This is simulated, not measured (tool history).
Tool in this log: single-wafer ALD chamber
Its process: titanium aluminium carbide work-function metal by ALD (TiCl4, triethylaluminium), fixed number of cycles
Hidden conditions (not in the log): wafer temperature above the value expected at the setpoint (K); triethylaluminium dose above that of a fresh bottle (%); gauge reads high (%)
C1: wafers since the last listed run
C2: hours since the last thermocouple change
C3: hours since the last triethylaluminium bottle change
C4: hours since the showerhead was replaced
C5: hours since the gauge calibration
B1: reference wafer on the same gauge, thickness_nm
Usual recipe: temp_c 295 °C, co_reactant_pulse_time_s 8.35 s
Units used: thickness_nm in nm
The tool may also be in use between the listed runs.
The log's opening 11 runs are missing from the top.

{"run": 12, "hour": 214.0, "temp_c": 303, "co_reactant_pulse_time_s": 6.99, "C1": 216, "C2": 105.2, "C3": 71.7, "C4": 7590.8, "C5": 637.6, "B1": 1.641, "thickness_nm": 1.952}
{"run": 13, "hour": 226.7, "temp_c": 287, "co_reactant_pulse_time_s": 9.99, "C1": 202, "C2": 117.9, "C3": 84.4, "C4": 7603.5, "C5": 650.3, "B1": 1.64, "thickness_nm": 1.954}
{"run": 14, "hour": 243.0, "temp_c": 301, "co_reactant_pulse_time_s": 9.26, "C1": 259, "C2": 134.2, "C3": 100.7, "C4": 7619.8, "C5": 666.6, "B1": 1.641, "thickness_nm": 2.048}
{"run": 15, "hour": 311.4, "temp_c": 288, "co_reactant_pulse_time_s": 9.39, "C1": 1090, "C2": 202.6, "C3": 169.1, "C4": 7688.2, "C5": 735, "B1": 1.639, "thickness_nm": 1.931}
{"run": 16, "hour": 344.9, "temp_c": 308, "co_reactant_pulse_time_s": 10, "C1": 533, "C2": 236.1, "C3": 202.6, "C4": 7721.7, "C5": 768.5, "B1": 1.642, "thickness_nm": 2.122}
{"run": 17, "hour": 363.8, "temp_c": 304, "co_reactant_pulse_time_s": 9.54, "C1": 301, "C2": 255, "C3": 221.5, "C4": 7740.6, "C5": 787.4, "B1": 1.64, "thickness_nm": 2.069}
{"run": 18, "hour": 379.7, "temp_c": 295, "co_reactant_pulse_time_s": 9.73, "C1": 253, "C2": 270.9, "C3": 237.4, "C4": 7756.5, "C5": 803.3, "B1": 1.641, "thickness_nm": 2.018}
{"hour": 404.5, "done": "showerhead replaced"}
{"run": 19, "hour": 405.0, "temp_c": 288, "co_reactant_pulse_time_s": 5.94, "C1": 275, "C2": 296.2, "C3": 262.7, "C4": 0.5, "C5": 828.6, "B1": 1.641, "thickness_nm": 1.764}
{"run": 20, "hour": 422.8, "temp_c": 295, "co_reactant_pulse_time_s": 8.35, "C1": 283, "C2": 314, "C3": 280.5, "C4": 18.3, "C5": 846.4, "B1": 1.64, "thickness_nm": 1.962}
{"hour": 426.6, "done": "gauge calibrated"}
{"run": 21, "hour": 458.7, "temp_c": 284, "co_reactant_pulse_time_s": 10.88, "C1": 572, "C2": 349.9, "C3": 316.4, "C4": 54.2, "C5": 32.1, "B1": 1.639, "thickness_nm": 1.939}
{"run": 22, "hour": 490.5, "temp_c": 281, "co_reactant_pulse_time_s": 5.97, "C1": 506, "C2": 381.7, "C3": 348.2, "C4": 86, "C5": 63.9, "B1": 1.642, "thickness_nm": 1.72}
{"run": 23, "hour": 509.0, "temp_c": 295, "co_reactant_pulse_time_s": 6.27, "C1": 294, "C2": 400.2, "C3": 366.7, "C4": 104.5, "C5": 82.4, "B1": 1.64, "thickness_nm": 1.832}
{"run": 24, "hour": 537.9, "temp_c": 288, "co_reactant_pulse_time_s": 5.94, "C1": 460, "C2": 429.1, "C3": 395.6, "C4": 133.4, "C5": 111.3, "B1": 1.64, "thickness_nm": 1.754}
{"run": 25, "hour": 559.4, "temp_c": 303, "co_reactant_pulse_time_s": 11.38, "C1": 342, "C2": 450.6, "C3": 417.1, "C4": 154.9, "C5": 132.8, "B1": 1.642, "thickness_nm": 2.11}
{"run": 26, "hour": 584.7, "temp_c": 305, "co_reactant_pulse_time_s": 8.35, "C1": 403, "C2": 475.9, "C3": 442.4, "C4": 180.2, "C5": 158.1, "B1": 1.64, "thickness_nm": 2.048}
{"run": 27, "hour": 602.7, "temp_c": 288, "co_reactant_pulse_time_s": 8.35, "C1": 286, "C2": 493.9, "C3": 460.4, "C4": 198.2, "C5": 176.1, "B1": 1.641, "thickness_nm": 1.9}
{"run": 28, "hour": 633.4, "temp_c": 295, "co_reactant_pulse_time_s": 8.35, "C1": 489, "C2": 524.6, "C3": 491.1, "C4": 228.9, "C5": 206.8, "B1": 1.641, "thickness_nm": 1.97}
{"run": 29, "hour": 656.9, "temp_c": 303, "co_reactant_pulse_time_s": 7.28, "C1": 374, "C2": 548.1, "C3": 514.6, "C4": 252.4, "C5": 230.3, "B1": 1.64, "thickness_nm": 1.969}
{"run": 30, "hour": 690.6, "temp_c": 282, "co_reactant_pulse_time_s": 8.35, "C1": 537, "C2": 581.8, "C3": 548.3, "C4": 286.1, "C5": 264, "B1": 1.64, "thickness_nm": 1.849}
{"run": 31, "hour": 750.5, "temp_c": 303, "co_reactant_pulse_time_s": 9.44, "C1": 954, "C2": 641.7, "C3": 608.2, "C4": 346, "C5": 323.9, "B1": 1.64, "thickness_nm": 2.074}
{"run": 32, "hour": 783.2, "temp_c": 295, "co_reactant_pulse_time_s": 8.35, "C1": 521, "C2": 674.4, "C3": 640.9, "C4": 378.7, "C5": 356.6, "B1": 1.638, "thickness_nm": 1.966}
{"run": 33, "hour": 813.8, "temp_c": 295, "co_reactant_pulse_time_s": 8.35, "C1": 487, "C2": 705, "C3": 671.5, "C4": 409.3, "C5": 387.2, "B1": 1.638, "thickness_nm": 1.947}

Each row is a separate what-if for the run after 33, all from the same tool condition, not one after another. Results?
{"run": "A", "hour": 814.2, "temp_c": 295, "co_reactant_pulse_time_s": 11.21, "C1": 6, "C2": 705.4, "C3": 671.9, "C4": 409.7, "C5": 387.6, "B1": "?", "thickness_nm": "?"}
{"run": "B", "hour": 814.2, "temp_c": 280, "co_reactant_pulse_time_s": 6.89, "C1": 6, "C2": 705.4, "C3": 671.9, "C4": 409.7, "C5": 387.6, "B1": "?", "thickness_nm": "?"}
{"run": "C", "hour": 814.2, "temp_c": 287, "co_reactant_pulse_time_s": 6.21, "C1": 6, "C2": 705.4, "C3": 671.9, "C4": 409.7, "C5": 387.6, "B1": "?", "thickness_nm": "?"}
{"run": "D", "hour": 814.2, "temp_c": 282, "co_reactant_pulse_time_s": 5.94, "C1": 6, "C2": 705.4, "C3": 671.9, "C4": 409.7, "C5": 387.6, "B1": "?", "thickness_nm": "?"}

run=A B1=1.64 thickness_nm=2.044
run=B B1=1.64 thickness_nm=1.765
run=C B1=1.64 thickness_nm=1.772
run=D B1=1.64 thickness_nm=1.711
Without the tool's unlogged condition, the same runs would have read:
run=A thickness_nm=2.054
run=B thickness_nm=1.788
run=C thickness_nm=1.798
run=D thickness_nm=1.738
